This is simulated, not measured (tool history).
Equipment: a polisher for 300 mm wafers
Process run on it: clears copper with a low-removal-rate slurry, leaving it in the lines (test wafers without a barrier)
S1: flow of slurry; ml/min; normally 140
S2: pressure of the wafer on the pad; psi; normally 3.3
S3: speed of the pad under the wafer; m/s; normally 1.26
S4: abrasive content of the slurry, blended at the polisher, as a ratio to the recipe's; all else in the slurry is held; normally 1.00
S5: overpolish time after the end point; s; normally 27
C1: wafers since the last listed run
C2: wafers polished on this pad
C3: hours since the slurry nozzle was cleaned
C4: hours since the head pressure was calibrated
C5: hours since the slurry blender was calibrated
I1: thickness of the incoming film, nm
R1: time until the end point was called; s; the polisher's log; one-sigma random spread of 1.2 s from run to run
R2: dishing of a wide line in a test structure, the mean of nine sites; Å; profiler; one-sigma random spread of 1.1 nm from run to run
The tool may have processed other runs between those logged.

run    hour   S1   S2    S3    S4  S5   C1    C2     C3     C4     C5     I1     R1   R2
  1     0.0  140  3.3  1.26  1.00  27    0   342  363.7  189.8  246.3  596.7  108.3  781
  2   161.3  140  3.3  1.26  1.00  27  709  1052  525.0  351.1  407.6  596.3  110.0  771
  3   194.7  140  3.3  1.26  0.75  27  146  1199  558.4  384.5  441.0  583.9  113.7  736
      197.9  -- slurry blender recalibrated
  4   220.3  140  3.3  1.26  0.75  27  103  1303  584.0  410.1   22.4  595.3  115.2  745
  5   291.6  140  3.3  1.26  1.00  27  313  1616  655.3  481.4   93.7  608.6  108.3  791
      322.6  -- worn pad replaced by a new one
  6   330.9  140  3.3  1.26  1.00  27  155    36  694.6  520.7  133.0  592.9  107.6  787
      343.8  -- slurry nozzle cleaned
  7   392.9  140  3.3  0.86  1.00  27  268   304   49.1  582.7  195.0  594.7  157.0  589
      422.8  -- head pressure recalibrated
  8   423.3  140  2.2  0.86  1.00  27  124   429   79.5    0.5  225.4  595.6  248.3  387
  9   463.8  140  3.7  1.26  0.75  27  178   607  120.0   41.0  265.9  596.6  109.2  791
 10   511.4  140  3.3  1.10  1.00  27  209   817  167.6   88.6  313.5  596.1  128.0  683
 11   537.5  140  3.3  1.40  0.80  27  114   932  193.7  114.7  339.6  601.6  104.0  788
 12   579.8  140  3.7  1.26  0.75  27  186  1118  236.0  157.0  381.9  604.2  108.0  785
 13   622.8   95  4.5  1.26  0.70  23  189  1307  279.0  200.0  424.9  595.6   94.8  766
      666.7  -- slurry blender recalibrated
 14   684.1   90  2.3  1.02  1.00  27  260  1568  340.3  261.3   17.4  587.1  205.8  452
 15   720.0  140  3.3  1.40  1.00  27  157  1725  376.2  297.2   53.3  596.4   98.4  817
 16   756.0  100  3.3  1.54  1.00  27  158  1884  412.2  333.2   89.3  592.9   94.2  844
      767.5  -- worn pad replaced by a new one
 17   810.4  140  3.3  1.26  1.00  27  221   188  466.6  387.6  143.7  600.3  109.8  801
 18   876.5  185  3.3  1.52  1.00  27  290   479  532.7  453.7  209.8  593.3   84.3  886
 19   927.4  140  2.4  1.48  0.70  19  223   703  583.6  504.6  260.7  592.0  135.1  470
 20   971.7  140  3.3  1.26  1.00  27  194   898  627.9  548.9  305.0  589.7  107.4  782
      993.4  -- slurry nozzle cleaned
 21  1011.6  180  3.3  1.26  0.90  27  171  1069   18.2  588.8  344.9  585.4  103.2  762
 22  1049.0  140  3.3  1.26  1.00  27  164  1233   55.6  626.2  382.3  594.5  106.4  765
 23  1080.2  140  3.9  1.26  1.00  27  137  1371   86.8  657.4  413.5  595.7   90.8  878
     1094.8  -- slurry blender recalibrated
     1109.2  -- head pressure recalibrated
 24  1143.9  125  3.3  1.46  0.75  27  262  1633  150.5   34.7   49.1  594.5  107.8  774
 25  1192.5  140  3.3  1.26  1.00  27  213  1847  199.1   83.3   97.7  584.7  107.9  756
     1224.5  -- worn pad replaced by a new one
 26  1236.2  115  3.3  1.26  1.20  27  174    51  242.8  127.0  141.4  583.2  108.4  768
 27  1297.4  140  3.3  1.26  1.00  27  269   320  304.0  188.2  202.6  588.9  110.2  763

Consider 5 possible next runs. They are alternatives, not a sequence: every one starts from the tool as it was left by run 27. What does each give?
  A  1297.9  140  3.3  1.26  1.00  27   2  322  304.5  188.7  203.1  592.4   ?   ?
  B  1297.9  140  2.4  1.54  1.10  27   2  322  304.5  188.7  203.1  592.4   ?   ?
  C  1297.9  140  3.3  1.26  1.10  27   2  322  304.5  188.7  203.1  592.4   ?   ?
  D  1297.9  170  3.3  1.58  1.00  35   2  322  304.5  188.7  203.1  592.4   ?   ?
  E  1297.9  140  2.6  1.44  0.80  27   2  322  304.5  188.7  203.1  592.4   ?   ?

run     R1    R2
  A  108.1   760
  B  118.7   684
  C  105.5   772
  D   83.4  1035
  E  127.1   660
Without the tool's unlogged condition, the same runs would have read:
run     R1    R2
  A  111.9   739
  B  122.9   665
  C  109.3   751
  D   86.4  1010
  E  131.6   641
